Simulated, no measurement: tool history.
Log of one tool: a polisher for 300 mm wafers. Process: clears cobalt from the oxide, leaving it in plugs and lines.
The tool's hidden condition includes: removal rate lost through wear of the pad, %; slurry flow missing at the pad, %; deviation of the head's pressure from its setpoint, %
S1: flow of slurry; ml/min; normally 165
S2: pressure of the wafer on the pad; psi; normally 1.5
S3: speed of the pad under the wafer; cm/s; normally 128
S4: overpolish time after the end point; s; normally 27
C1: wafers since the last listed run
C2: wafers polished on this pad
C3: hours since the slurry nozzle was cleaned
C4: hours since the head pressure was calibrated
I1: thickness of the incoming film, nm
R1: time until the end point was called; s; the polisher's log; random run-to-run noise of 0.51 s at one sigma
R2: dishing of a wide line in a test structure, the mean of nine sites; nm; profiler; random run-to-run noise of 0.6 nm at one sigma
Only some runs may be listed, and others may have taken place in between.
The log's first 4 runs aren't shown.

run     day   S1   S2   S3  S4    C1    C2     C3     C4     I1    R1    R2
  5  13.317  165  1.5  128  27   820  4234  426.7  187.9  227.8  49.4  50.3
  6  14.946  165  1.5  128  27   375  4610  465.8    227    231  52.3  50.4
     15.396  -- worn pad replaced by a new one
  7  21.192  165  1.5  128  27  1401  1335  615.7  376.9  228.3  44.2  51.9
  8  25.167  165  1.5  128  27   916  2252  711.1  472.3  229.6  46.3  53.3
     26.042  -- slurry nozzle cleaned
     26.575  -- head pressure recalibrated
  9  27.667  165  1.5  128  27   547  2799     39   26.2  231.9  47.5  51.4
 10  29.938  165  1.5  128  27   523  3322   93.5   80.7  230.2  47.5    52
 11    31.6  200  1.5  128  27   383  3705  133.4  120.6  230.8  48.1  51.3
 12  33.246  200  1.5  128  27   379  4085  172.9  160.1  230.2  48.2  50.6
     34.838  -- worn pad replaced by a new one
 13  37.579  200  1.5  128  27   960   631  276.9  264.1  230.1  43.7  52.8
 14  41.279  165  1.5  128  27   852  1484  365.7  352.9  232.8  46.8  51.3
 15  45.267  165  1.5  128  27   919  2403  461.4  448.6  230.1  47.2  52.4
     45.383  -- head pressure recalibrated
 16  48.717  165  1.5  128  27   775  3179  544.2     80    232  48.8  51.5
 17   50.65  165  1.5  128  27   445  3624  590.6  126.4  232.5  48.5  51.3
 18  52.442  165  1.5  128  15   412  4037  633.6  169.4    227  49.7  39.3
     54.025  -- worn pad replaced by a new one
 19  55.996  165  1.5   84  27   780   453  718.9  254.7  229.6  62.1  47.6
     57.625  -- slurry nozzle cleaned
 20  59.529  165  1.6  128  27   804  1258   45.7  339.5  235.2  44.6  52.6
 21  62.088  165  1.5  128  27   589  1848  107.1  400.9    230  46.3  51.8
 22  63.733  225  1.3  128  21   379  2227  146.6  440.4  234.1  49.3  47.6

Run 23 is up next; what results do you expect?
     65.612  -- head pressure recalibrated
 23  65.738  165  1.6  128  34  442  2670  194.7   3  229.1   ?   ?

R1: 44.8 s
R2: 55.9 nm
With no hidden state in the tool, this same run would have given R1 42.4 s, R2 56.4 nm.
